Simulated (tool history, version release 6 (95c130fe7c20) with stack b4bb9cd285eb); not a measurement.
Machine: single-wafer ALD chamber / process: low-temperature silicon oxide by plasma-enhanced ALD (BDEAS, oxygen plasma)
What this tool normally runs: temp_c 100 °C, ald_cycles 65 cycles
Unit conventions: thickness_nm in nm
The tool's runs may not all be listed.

run	hour	temp_c	ald_cycles	wafers since the last listed run	hours since the last thermocouple change	hours since the gauge calibration	read-back reference wafer on the same gauge, thickness_nm	thickness_nm
1	0.0	100	65	0	1884.2	98.0	9.344	8.739
2	17.5	100	65	106	1901.7	115.5	9.345	8.698
3	27.8	100	65	62	1912.0	125.8	9.338	8.735
4	44.1	100	65	99	1928.3	142.1	9.335	8.728
5	58.6	100	61	88	1942.8	156.6	9.341	8.189
6	75.7	96	65	103	1959.9	173.7	9.338	8.908
7	87.9	96	65	74	1972.1	185.9	9.341	8.879
8	99.3	96	65	69	1983.5	197.3	9.341	8.851
9	116.5	88	71	104	2000.7	214.5	9.336	10.001
10	130.3	88	71	83	2014.5	228.3	9.339	10.018
11	138.3	90	75	48	2022.5	236.3	9.337	10.527
12	147.4	90	75	55	2031.6	245.4	9.339	10.477
13	153.7	100	65	38	2037.9	251.7	9.335	8.715
14	169.2	100	65	94	2053.4	267.2	9.339	8.754
15	185.9	100	65	101	2070.1	283.9	9.339	8.719
16	197.5	100	65	70	2081.7	295.5	9.343	8.760
17	247.8	100	65	305	2132.0	345.8	9.335	8.738
18	257.8	100	65	60	2142.0	355.8	9.334	8.742
19	267.1	100	65	56	2151.3	365.1	9.353	8.744
20	279.4	100	65	74	2163.6	377.4	9.329	8.725
21	291.4	91	74	72	2175.6	389.4	9.333	10.305
22	328.5	106	77	225	2212.7	426.5	9.341	10.226
23	336.9	110	57	51	2221.1	434.9	9.330	7.544
24	350.0	100	65	79	2234.2	448.0	9.341	8.733
25	356.0	100	65	36	2240.2	454.0	9.345	8.740
# hour 357.7: gauge calibrated
# hour 396.1: thermocouple changed; heater temperature recalibrated
26	396.6	85	56	198	0.5	38.9	9.344	7.972
27	404.3	100	69	46	8.2	46.6	9.335	9.256
28	420.7	91	65	99	24.6	63.0	9.335	9.030
29	430.6	107	65	60	34.5	72.9	9.346	8.623
30	439.7	104	77	55	43.6	82.0	9.340	10.307
31	446.5	88	71	41	50.4	88.8	9.333	10.052
32	459.0	88	71	75	62.9	101.3	9.343	10.051
33	469.9	91	71	66	73.8	112.2	9.337	9.915
34	476.6	104	71	40	80.5	118.9	9.346	9.483
35	483.6	100	65	42	87.5	125.9	9.341	8.766
36	491.9	86	60	50	95.8	134.2	9.338	8.562
37	501.0	100	72	55	104.9	143.3	9.336	9.706
38	510.8	108	65	59	114.7	153.1	9.353	8.601
39	518.8	96	55	48	122.7	161.1	9.336	7.516
40	533.5	100	65	89	137.4	175.8	9.343	8.725

Forecast each of these 3 alternatives for the next run:
A	534.0	100	65	3	137.9	176.3	?	?
B	534.0	107	57	3	137.9	176.3	?	?
C	534.0	90	59	3	137.9	176.3	?	?

run	read-back reference wafer on the same gauge, thickness_nm	thickness_nm
A	9.336	8.714
B	9.336	7.531
C	9.336	8.235
The same runs, with their run-to-run variation unchanged, on a tool lacking any hidden condition would have given:
run	thickness_nm
A	8.714
B	7.531
C	8.235
